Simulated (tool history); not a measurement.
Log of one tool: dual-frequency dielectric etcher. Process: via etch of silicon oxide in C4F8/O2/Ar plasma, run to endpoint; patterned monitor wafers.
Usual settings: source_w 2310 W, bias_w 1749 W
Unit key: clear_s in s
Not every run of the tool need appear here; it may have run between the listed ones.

| run | day | source_w | bias_w | wafers since the last listed run | hours since the last wet clean | hours since the last source power generator calibration | hours since the last bias power generator calibration | hours since the last upper electrode change | incoming incoming film thickness, nm | clear_s |
|---|---|---|---|---|---|---|---|---|---|---|
| 1 | 0 | 2310 | 1962 | 0 | 279.5 | 2463.5 | 4300.2 | 2402.2 | 1677.2 | 297.8 |
| 2 | 0.608 | 2310 | 1962 | 47 | 294.1 | 2478.1 | 4314.8 | 2416.8 | 1671.4 | 298.7 |
| 3 | 0.992 | 2310 | 1962 | 29 | 303.3 | 2487.3 | 4324 | 2426 | 1688 | 305 |
| 4 | 1.6 | 2310 | 1749 | 47 | 317.9 | 2501.9 | 4338.6 | 2440.6 | 1677.1 | 311.6 |
| 5 | 2.079 | 2310 | 1749 | 37 | 329.4 | 2513.4 | 4350.1 | 2452.1 | 1679.1 | 308.6 |
| 6 | 2.4 | 2310 | 1749 | 25 | 337.1 | 2521.1 | 4357.8 | 2459.8 | 1682.8 | 308.9 |
| 7 | 2.988 | 2310 | 1749 | 45 | 351.2 | 2535.2 | 4371.9 | 2473.9 | 1674.6 | 310.8 |
| 8 | 3.562 | 2310 | 1749 | 44 | 365 | 2549 | 4385.7 | 2487.7 | 1698 | 315 |
| 9 | 4.146 | 2310 | 1749 | 45 | 379 | 2563 | 4399.7 | 2501.7 | 1684.4 | 312.1 |
| 10 | 4.842 | 2310 | 1749 | 54 | 395.7 | 2579.7 | 4416.4 | 2518.4 | 1688.8 | 312.7 |
| 11 | 5.146 | 2310 | 1421 | 23 | 403 | 2587 | 4423.7 | 2525.7 | 1689.6 | 327.1 |
|  | 5.479 | bias power generator calibrated |
| 12 | 5.5 | 2310 | 1749 | 14 | 411.5 | 2595.5 | 0.5 | 2534.2 | 1681.7 | 311.6 |
| 13 | 6.133 | 2310 | 1749 | 49 | 426.7 | 2610.7 | 15.7 | 2549.4 | 1686.3 | 315.6 |
| 14 | 6.65 | 2310 | 1936 | 40 | 439.1 | 2623.1 | 28.1 | 2561.8 | 1699.2 | 307.8 |
|  | 7.867 | upper electrode replaced |
|  | 8.383 | source power generator calibrated |
|  | 8.846 | wet clean of the chamber |
| 15 | 8.867 | 2310 | 1749 | 45 | 0.5 | 11.6 | 81.3 | 24 | 1704.4 | 307.3 |
| 16 | 8.883 | 2310 | 1749 | 1 | 0.9 | 12 | 81.7 | 24.4 | 1690.1 | 307.1 |
| 17 | 8.904 | 2870 | 1749 | 1 | 1.4 | 12.5 | 82.2 | 24.9 | 1682.6 | 276.4 |
| 18 | 8.921 | 1750 | 1749 | 1 | 1.8 | 12.9 | 82.6 | 25.3 | 1685.5 | 345.9 |
| 19 | 8.95 | 2310 | 1608 | 2 | 2.5 | 13.6 | 83.3 | 26 | 1681.1 | 309.8 |
| 20 | 9.642 | 2140 | 1621 | 53 | 19.1 | 30.2 | 99.9 | 42.6 | 1708.5 | 324.6 |
| 21 | 10.071 | 2090 | 2027 | 33 | 29.4 | 40.5 | 110.2 | 52.9 | 1673.3 | 303.3 |
| 22 | 10.688 | 2060 | 1923 | 48 | 44.2 | 55.3 | 125 | 67.7 | 1693.9 | 311.9 |
| 23 | 11.279 | 2310 | 1971 | 46 | 58.4 | 69.5 | 139.2 | 81.9 | 1693.5 | 298.6 |
| 24 | 11.642 | 2310 | 1378 | 28 | 67.1 | 78.2 | 147.9 | 90.6 | 1690.6 | 323 |
| 25 | 12.083 | 2770 | 1503 | 34 | 77.7 | 88.8 | 158.5 | 101.2 | 1696.1 | 293 |
| 26 | 12.371 | 1820 | 2065 | 22 | 84.6 | 95.7 | 165.4 | 108.1 | 1688.6 | 327.7 |
| 27 | 13.012 | 2310 | 1749 | 50 | 100 | 111.1 | 180.8 | 123.5 | 1682.1 | 302.9 |

Here are 4 independent what-if runs from the current tool condition. What would each one return?
| A | 13.033 | 2310 | 1749 | 1 | 100.5 | 111.6 | 181.3 | 124 | 1679.7 | ? |
| B | 13.033 | 2310 | 2030 | 1 | 100.5 | 111.6 | 181.3 | 124 | 1679.7 | ? |
| C | 13.033 | 2310 | 2035 | 1 | 100.5 | 111.6 | 181.3 | 124 | 1679.7 | ? |
| D | 13.033 | 1910 | 2126 | 1 | 100.5 | 111.6 | 181.3 | 124 | 1679.7 | ? |

| run | clear_s |
|---|---|
| A | 302.5 |
| B | 291.4 |
| C | 291.2 |
| D | 314.8 |
Stripped of hidden state, with their random variation kept, the same runs would have yielded:
| run | clear_s |
|---|---|
| A | 299.3 |
| B | 288.3 |
| C | 288.2 |
| D | 311.5 |

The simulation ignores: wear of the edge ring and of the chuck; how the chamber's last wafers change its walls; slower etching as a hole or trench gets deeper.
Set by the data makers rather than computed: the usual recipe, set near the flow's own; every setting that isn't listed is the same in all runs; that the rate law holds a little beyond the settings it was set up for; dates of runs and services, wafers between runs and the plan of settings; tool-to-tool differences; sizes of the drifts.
